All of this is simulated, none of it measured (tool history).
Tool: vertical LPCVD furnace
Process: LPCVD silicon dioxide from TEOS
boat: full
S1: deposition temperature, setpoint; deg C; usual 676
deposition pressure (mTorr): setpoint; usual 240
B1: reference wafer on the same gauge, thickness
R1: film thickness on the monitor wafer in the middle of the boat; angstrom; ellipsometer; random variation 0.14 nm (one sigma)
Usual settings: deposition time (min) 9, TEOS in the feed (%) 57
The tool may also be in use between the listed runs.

run 1 hour=0 | S1=676 deposition_pressure_(mTorr)=240 deposition_time_(min)=9 TEOS_in_the_feed_(%)=57 | B1=27.9 | R1=302.8
run 2 hour=68.4 | S1=676 deposition_pressure_(mTorr)=240 deposition_time_(min)=9 TEOS_in_the_feed_(%)=57 | B1=27.93 | R1=304.5
run 3 hour=143.8 | S1=676 deposition_pressure_(mTorr)=280 deposition_time_(min)=6.5 TEOS_in_the_feed_(%)=57 | B1=27.93 | R1=236.6
run 4 hour=194.9 | S1=676 deposition_pressure_(mTorr)=280 deposition_time_(min)=6.5 TEOS_in_the_feed_(%)=57 | B1=27.89 | R1=237.2
run 5 hour=235 | S1=685 deposition_pressure_(mTorr)=240 deposition_time_(min)=9 TEOS_in_the_feed_(%)=57 | B1=27.91 | R1=377.8
run 6 hour=302.6 | S1=671 deposition_pressure_(mTorr)=240 deposition_time_(min)=9 TEOS_in_the_feed_(%)=57 | B1=27.94 | R1=267.3
run 7 hour=383.5 | S1=671 deposition_pressure_(mTorr)=240 deposition_time_(min)=9 TEOS_in_the_feed_(%)=57 | B1=27.89 | R1=268.4
run 8 hour=432.4 | S1=676 deposition_pressure_(mTorr)=240 deposition_time_(min)=9 TEOS_in_the_feed_(%)=54 | B1=27.94 | R1=296.6
run 9 hour=499.4 | S1=676 deposition_pressure_(mTorr)=240 deposition_time_(min)=9 TEOS_in_the_feed_(%)=54 | B1=27.94 | R1=294.6
run 10 hour=572.6 | S1=676 deposition_pressure_(mTorr)=240 deposition_time_(min)=9 TEOS_in_the_feed_(%)=54 | B1=27.88 | R1=295.4
run 11 hour=622 | S1=676 deposition_pressure_(mTorr)=240 deposition_time_(min)=9 TEOS_in_the_feed_(%)=57 | B1=27.93 | R1=301.2
-- hour=662.5 TEOS flow controller replaced
run 12 hour=863.9 | S1=687 deposition_pressure_(mTorr)=285 deposition_time_(min)=9 TEOS_in_the_feed_(%)=57 | B1=27.92 | R1=434.1
run 13 hour=943.9 | S1=676 deposition_pressure_(mTorr)=240 deposition_time_(min)=7 TEOS_in_the_feed_(%)=57 | B1=27.91 | R1=234.1
-- hour=948.2 gauge calibrated
run 14 hour=983.4 | S1=671 deposition_pressure_(mTorr)=295 deposition_time_(min)=10.5 TEOS_in_the_feed_(%)=60 | B1=27.86 | R1=355.6
run 15 hour=1067.6 | S1=670 deposition_pressure_(mTorr)=190 deposition_time_(min)=12.5 TEOS_in_the_feed_(%)=57 | B1=27.9 | R1=317.8
-- hour=1133.2 pressure gauge zeroed
-- hour=1137.7 thermocouples replaced and temperature profile calibrated
run 16 hour=1138.2 | S1=676 deposition_pressure_(mTorr)=240 deposition_time_(min)=7.5 TEOS_in_the_feed_(%)=67 | B1=27.88 | R1=282.6
run 17 hour=1202.1 | S1=676 deposition_pressure_(mTorr)=240 deposition_time_(min)=8 TEOS_in_the_feed_(%)=52 | B1=27.89 | R1=260.8
run 18 hour=1252.3 | S1=680 deposition_pressure_(mTorr)=220 deposition_time_(min)=9 TEOS_in_the_feed_(%)=57 | B1=27.85 | R1=325.9
run 19 hour=1289.8 | S1=670 deposition_pressure_(mTorr)=285 deposition_time_(min)=8 TEOS_in_the_feed_(%)=68 | B1=27.92 | R1=282.4
run 20 hour=1385.8 | S1=668 deposition_pressure_(mTorr)=265 deposition_time_(min)=7.5 TEOS_in_the_feed_(%)=64 | B1=27.89 | R1=235.2
run 21 hour=1450.4 | S1=676 deposition_pressure_(mTorr)=280 deposition_time_(min)=6.5 TEOS_in_the_feed_(%)=57 | B1=27.89 | R1=240.3
run 22 hour=1558.4 | S1=676 deposition_pressure_(mTorr)=240 deposition_time_(min)=9 TEOS_in_the_feed_(%)=57 | B1=27.91 | R1=308.9

3 ways to go on from here, each from the tool as it stands after run 22. What would each give?
run A hour=1562.8 | S1=676 deposition_pressure_(mTorr)=240 deposition_time_(min)=9 TEOS_in_the_feed_(%)=52 | B1=? | R1=?
run B hour=1562.8 | S1=672 deposition_pressure_(mTorr)=240 deposition_time_(min)=9 TEOS_in_the_feed_(%)=57 | B1=? | R1=?
run C hour=1562.8 | S1=676 deposition_pressure_(mTorr)=240 deposition_time_(min)=9 TEOS_in_the_feed_(%)=51 | B1=? | R1=?

run=A B1=27.94 R1=293.7
run=B B1=27.94 R1=278.8
run=C B1=27.94 R1=290.9
Without the tool's hidden state the same runs would have given:
run=A R1=297.8
run=B R1=282.6
run=C R1=294.9

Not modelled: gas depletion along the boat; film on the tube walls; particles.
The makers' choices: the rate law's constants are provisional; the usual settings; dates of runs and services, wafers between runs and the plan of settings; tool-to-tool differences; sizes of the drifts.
